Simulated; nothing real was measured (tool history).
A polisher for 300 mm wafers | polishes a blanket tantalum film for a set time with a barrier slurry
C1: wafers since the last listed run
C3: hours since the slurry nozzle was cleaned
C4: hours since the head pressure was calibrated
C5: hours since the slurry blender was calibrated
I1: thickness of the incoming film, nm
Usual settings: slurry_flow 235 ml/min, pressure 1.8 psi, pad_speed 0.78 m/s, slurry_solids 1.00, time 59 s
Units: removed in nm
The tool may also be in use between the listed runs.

{"run": 1, "hour": 0.0, "slurry_flow": 235, "pressure": 1.5, "pad_speed": 0.78, "slurry_solids": 1.0, "time": 59, "C1": 0, "wafers polished on this pad": 507, "C3": 163.7, "C4": 23.7, "C5": 100.6, "I1": 469.9, "removed": 52.9}
{"run": 2, "hour": 25.0, "slurry_flow": 235, "pressure": 1.5, "pad_speed": 0.78, "slurry_solids": 1.0, "time": 59, "C1": 374, "wafers polished on this pad": 881, "C3": 188.7, "C4": 48.7, "C5": 125.6, "I1": 477.5, "removed": 52.7}
{"run": 3, "hour": 39.1, "slurry_flow": 235, "pressure": 1.5, "pad_speed": 0.78, "slurry_solids": 1.0, "time": 59, "C1": 211, "wafers polished on this pad": 1093, "C3": 202.8, "C4": 62.8, "C5": 139.7, "I1": 470.8, "removed": 53.2}
{"run": 4, "hour": 60.8, "slurry_flow": 295, "pressure": 1.8, "pad_speed": 0.78, "slurry_solids": 1.0, "time": 59, "C1": 325, "wafers polished on this pad": 1418, "C3": 224.5, "C4": 84.5, "C5": 161.4, "I1": 462.6, "removed": 65.2}
{"run": 5, "hour": 77.2, "slurry_flow": 295, "pressure": 1.8, "pad_speed": 0.78, "slurry_solids": 1.0, "time": 59, "C1": 245, "wafers polished on this pad": 1664, "C3": 240.9, "C4": 100.9, "C5": 177.8, "I1": 469.8, "removed": 64.0}
{"hour": 93.9, "done": "worn pad replaced by a new one"}
{"run": 6, "hour": 94.4, "slurry_flow": 295, "pressure": 1.8, "pad_speed": 0.78, "slurry_solids": 1.0, "time": 59, "C1": 197, "wafers polished on this pad": 8, "C3": 258.1, "C4": 118.1, "C5": 195.0, "I1": 471.2, "removed": 64.6}
{"run": 7, "hour": 114.4, "slurry_flow": 280, "pressure": 1.8, "pad_speed": 0.78, "slurry_solids": 1.0, "time": 72, "C1": 299, "wafers polished on this pad": 307, "C3": 278.1, "C4": 138.1, "C5": 215.0, "I1": 469.2, "removed": 77.6}
{"run": 8, "hour": 139.0, "slurry_flow": 280, "pressure": 1.8, "pad_speed": 0.78, "slurry_solids": 1.0, "time": 72, "C1": 368, "wafers polished on this pad": 676, "C3": 302.7, "C4": 162.7, "C5": 239.6, "I1": 473.9, "removed": 78.4}
{"run": 9, "hour": 156.9, "slurry_flow": 235, "pressure": 1.8, "pad_speed": 0.78, "slurry_solids": 1.0, "time": 53, "C1": 268, "wafers polished on this pad": 944, "C3": 320.6, "C4": 180.6, "C5": 257.5, "I1": 471.1, "removed": 56.0}
{"run": 10, "hour": 177.2, "slurry_flow": 235, "pressure": 1.8, "pad_speed": 0.78, "slurry_solids": 1.0, "time": 53, "C1": 304, "wafers polished on this pad": 1249, "C3": 340.9, "C4": 200.9, "C5": 277.8, "I1": 470.1, "removed": 56.2}
{"run": 11, "hour": 199.0, "slurry_flow": 235, "pressure": 1.8, "pad_speed": 0.78, "slurry_solids": 1.0, "time": 53, "C1": 326, "wafers polished on this pad": 1575, "C3": 362.7, "C4": 222.7, "C5": 299.6, "I1": 468.9, "removed": 55.4}
{"hour": 205.2, "done": "worn pad replaced by a new one"}
{"run": 12, "hour": 215.2, "slurry_flow": 235, "pressure": 1.8, "pad_speed": 0.78, "slurry_solids": 1.0, "time": 44, "C1": 182, "wafers polished on this pad": 149, "C3": 378.9, "C4": 238.9, "C5": 315.8, "I1": 467.5, "removed": 46.6}
{"run": 13, "hour": 251.0, "slurry_flow": 235, "pressure": 1.8, "pad_speed": 0.78, "slurry_solids": 0.9, "time": 59, "C1": 536, "wafers polished on this pad": 686, "C3": 414.7, "C4": 274.7, "C5": 351.6, "I1": 468.5, "removed": 59.5}
{"run": 14, "hour": 277.4, "slurry_flow": 235, "pressure": 1.8, "pad_speed": 0.78, "slurry_solids": 0.9, "time": 59, "C1": 395, "wafers polished on this pad": 1082, "C3": 441.1, "C4": 301.1, "C5": 378.0, "I1": 470.9, "removed": 58.6}
{"run": 15, "hour": 313.3, "slurry_flow": 155, "pressure": 1.6, "pad_speed": 0.78, "slurry_solids": 0.85, "time": 59, "C1": 538, "wafers polished on this pad": 1620, "C3": 477.0, "C4": 337.0, "C5": 413.9, "I1": 468.7, "removed": 47.2}
{"run": 16, "hour": 331.3, "slurry_flow": 255, "pressure": 1.4, "pad_speed": 0.78, "slurry_solids": 1.0, "time": 59, "C1": 269, "wafers polished on this pad": 1890, "C3": 495.0, "C4": 355.0, "C5": 431.9, "I1": 472.2, "removed": 46.9}
{"hour": 344.6, "done": "slurry blender recalibrated"}
{"hour": 345.8, "done": "slurry nozzle cleaned"}
{"hour": 346.3, "done": "worn pad replaced by a new one"}
{"run": 17, "hour": 357.9, "slurry_flow": 235, "pressure": 1.8, "pad_speed": 0.78, "slurry_solids": 0.7, "time": 59, "C1": 345, "wafers polished on this pad": 173, "C3": 12.1, "C4": 381.6, "C5": 13.3, "I1": 473.8, "removed": 56.9}
{"run": 18, "hour": 375.6, "slurry_flow": 235, "pressure": 1.5, "pad_speed": 0.78, "slurry_solids": 1.0, "time": 59, "C1": 265, "wafers polished on this pad": 439, "C3": 29.8, "C4": 399.3, "C5": 31.0, "I1": 478.8, "removed": 54.1}
{"run": 19, "hour": 396.8, "slurry_flow": 235, "pressure": 1.8, "pad_speed": 0.78, "slurry_solids": 1.0, "time": 59, "C1": 317, "wafers polished on this pad": 756, "C3": 51.0, "C4": 420.5, "C5": 52.2, "I1": 465.2, "removed": 63.6}
{"run": 20, "hour": 408.9, "slurry_flow": 235, "pressure": 1.8, "pad_speed": 0.78, "slurry_solids": 1.0, "time": 59, "C1": 181, "wafers polished on this pad": 938, "C3": 63.1, "C4": 432.6, "C5": 64.3, "I1": 466.6, "removed": 64.7}
{"run": 21, "hour": 422.9, "slurry_flow": 235, "pressure": 2.3, "pad_speed": 0.78, "slurry_solids": 1.0, "time": 73, "C1": 209, "wafers polished on this pad": 1148, "C3": 77.1, "C4": 446.6, "C5": 78.3, "I1": 463.4, "removed": 101.1}
{"run": 22, "hour": 444.5, "slurry_flow": 235, "pressure": 1.8, "pad_speed": 1.0, "slurry_solids": 1.0, "time": 45, "C1": 323, "wafers polished on this pad": 1471, "C3": 98.7, "C4": 468.2, "C5": 99.9, "I1": 469.1, "removed": 62.6}
{"hour": 450.9, "done": "head pressure recalibrated"}
{"run": 23, "hour": 460.2, "slurry_flow": 290, "pressure": 1.4, "pad_speed": 0.56, "slurry_solids": 1.0, "time": 45, "C1": 205, "wafers polished on this pad": 1677, "C3": 114.4, "C4": 9.3, "C5": 115.6, "I1": 467.7, "removed": 27.1}
{"hour": 466.3, "done": "worn pad replaced by a new one"}
{"run": 24, "hour": 488.7, "slurry_flow": 310, "pressure": 1.8, "pad_speed": 0.86, "slurry_solids": 1.0, "time": 64, "C1": 367, "wafers polished on this pad": 335, "C3": 142.9, "C4": 37.8, "C5": 144.1, "I1": 472.3, "removed": 77.9}
{"run": 25, "hour": 505.5, "slurry_flow": 235, "pressure": 1.8, "pad_speed": 0.78, "slurry_solids": 1.2, "time": 47, "C1": 251, "wafers polished on this pad": 586, "C3": 159.7, "C4": 54.6, "C5": 160.9, "I1": 467.2, "removed": 53.8}
{"run": 26, "hour": 541.1, "slurry_flow": 195, "pressure": 1.8, "pad_speed": 0.78, "slurry_solids": 1.0, "time": 59, "C1": 533, "wafers polished on this pad": 1120, "C3": 195.3, "C4": 90.2, "C5": 196.5, "I1": 473.9, "removed": 62.3}
{"run": 27, "hour": 570.5, "slurry_flow": 170, "pressure": 1.4, "pad_speed": 0.78, "slurry_solids": 1.25, "time": 72, "C1": 440, "wafers polished on this pad": 1561, "C3": 224.7, "C4": 119.6, "C5": 225.9, "I1": 469.0, "removed": 60.8}
{"hour": 586.2, "done": "worn pad replaced by a new one"}
{"run": 28, "hour": 588.7, "slurry_flow": 235, "pressure": 2.4, "pad_speed": 0.78, "slurry_solids": 1.3, "time": 48, "C1": 212, "wafers polished on this pad": 37, "C3": 242.9, "C4": 137.8, "C5": 244.1, "I1": 466.5, "removed": 73.7}
{"run": 29, "hour": 624.1, "slurry_flow": 235, "pressure": 1.8, "pad_speed": 1.02, "slurry_solids": 1.0, "time": 59, "C1": 530, "wafers polished on this pad": 568, "C3": 278.3, "C4": 173.2, "C5": 279.5, "I1": 477.8, "removed": 82.7}

Forecast each of these 5 alternatives for the next run:
{"run": "A", "hour": 624.5, "slurry_flow": 235, "pressure": 1.8, "pad_speed": 0.78, "slurry_solids": 1.0, "time": 59, "C1": 5, "wafers polished on this pad": 574, "C3": 278.7, "C4": 173.6, "C5": 279.9, "I1": 463.0, "removed": "?"}
{"run": "B", "hour": 624.5, "slurry_flow": 235, "pressure": 1.4, "pad_speed": 0.78, "slurry_solids": 1.0, "time": 59, "C1": 5, "wafers polished on this pad": 574, "C3": 278.7, "C4": 173.6, "C5": 279.9, "I1": 463.0, "removed": "?"}
{"run": "C", "hour": 624.5, "slurry_flow": 235, "pressure": 1.8, "pad_speed": 0.6, "slurry_solids": 1.0, "time": 59, "C1": 5, "wafers polished on this pad": 574, "C3": 278.7, "C4": 173.6, "C5": 279.9, "I1": 463.0, "removed": "?"}
{"run": "D", "hour": 624.5, "slurry_flow": 300, "pressure": 1.8, "pad_speed": 0.78, "slurry_solids": 1.15, "time": 59, "C1": 5, "wafers polished on this pad": 574, "C3": 278.7, "C4": 173.6, "C5": 279.9, "I1": 463.0, "removed": "?"}
{"run": "E", "hour": 624.5, "slurry_flow": 235, "pressure": 1.6, "pad_speed": 0.78, "slurry_solids": 1.0, "time": 59, "C1": 5, "wafers polished on this pad": 574, "C3": 278.7, "C4": 173.6, "C5": 279.9, "I1": 463.0, "removed": "?"}

run=A removed=62.5
run=B removed=48.6
run=C removed=48.1
run=D removed=66.9
run=E removed=55.5
Without the tool's hidden state the same runs would have given:
run=A removed=64.0
run=B removed=49.8
run=C removed=49.2
run=D removed=68.3
run=E removed=56.9
